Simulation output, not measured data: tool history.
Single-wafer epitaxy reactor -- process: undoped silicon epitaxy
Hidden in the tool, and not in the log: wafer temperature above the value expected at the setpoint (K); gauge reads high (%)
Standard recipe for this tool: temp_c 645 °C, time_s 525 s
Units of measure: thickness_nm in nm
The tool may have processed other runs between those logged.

run    hour  temp_c  time_s  wafers since the last listed run  hours since the last pyrometer calibration  hours since the gauge calibration  read-back reference wafer on the same gauge, thickness_nm  thickness_nm
  1     0.0     645     525                                 0                                        41.0                              804.1                                                    102.818        86.448
  2    67.6     645     525                               274                                       108.6                              871.7                                                    102.925        86.519
  3   115.2     645     584                               193                                       156.2                              919.3                                                    102.937        95.997
  4   178.6     645     452                               257                                       219.6                              982.7                                                    102.869        74.827
  5   228.4     645     452                               202                                       269.4                             1032.5                                                    102.768        74.633
      268.2  -- gauge calibrated
  6   309.1     651     525                               328                                       350.1                               40.9                                                    102.831        98.129
  7   357.5     651     525                               196                                       398.5                               89.3                                                    102.968        98.356
  8   419.5     651     525                               251                                       460.5                              151.3                                                    102.960        98.658
  9   475.8     645     525                               228                                       516.8                              207.6                                                    102.868        87.329
 10   795.7     645     525                              1300                                       836.7                              527.5                                                    102.795        87.622
 11   847.8     645     525                               211                                       888.8                              579.6                                                    102.841        87.842
 12   914.0     645     525                               269                                       955.0                              645.8                                                    102.840        88.132
 13   993.8     645     525                               324                                      1034.8                              725.6                                                    102.833        87.985
 14  1181.1     632     578                               761                                      1222.1                              912.9                                                    102.985        73.674
 15  1233.6     633     467                               213                                      1274.6                              965.4                                                    102.949        61.319
 16  1279.7     637     525                               187                                      1320.7                             1011.5                                                    102.999        75.326
 17  1328.4     631     424                               197                                      1369.4                             1060.2                                                    103.004        53.530
 18  1435.7     660     525                               436                                      1476.7                             1167.5                                                    102.883       122.106
 19  1487.1     645     452                               208                                      1528.1                             1218.9                                                    102.923        77.145
     1528.7  -- gauge calibrated
 20  1538.1     655     525                               207                                      1579.1                                9.4                                                    102.818       110.497
 21  1608.0     654     437                               284                                      1649.0                               79.3                                                    102.946        90.589
     1645.2  -- pyrometer calibrated
 22  1698.2     645     570                               334                                        53.0                              169.5                                                    102.739        94.483
 23  1835.4     645     457                               557                                       190.2                              306.7                                                    102.869        75.753
 24  1935.5     645     452                               406                                       290.3                              406.8                                                    102.943        75.148
 25  2043.2     645     452                               437                                       398.0                              514.5                                                    102.993        75.237
 26  2137.0     658     525                               381                                       491.8                              608.3                                                    102.969       114.021

Consider 4 possible next runs. They are alternatives, not a sequence: every one starts from the tool as it was left by run 26. What does each give?
  A  2137.5     645     525                                 2                                       492.3                              608.8                                                          ?             ?
  B  2137.5     659     584                                 2                                       492.3                              608.8                                                          ?             ?
  C  2137.5     639     621                                 2                                       492.3                              608.8                                                          ?             ?
  D  2137.5     645     591                                 2                                       492.3                              608.8                                                          ?             ?

run  read-back reference wafer on the same gauge, thickness_nm  thickness_nm
  A                                                    102.836        87.146
  B                                                    102.836       129.586
  C                                                    102.836        90.787
  D                                                    102.836        98.101
Take away the tool's hidden state, keep each run's random variation, and the runs would have read:
run  thickness_nm
  A        86.728
  B       128.983
  C        90.346
  D        97.631
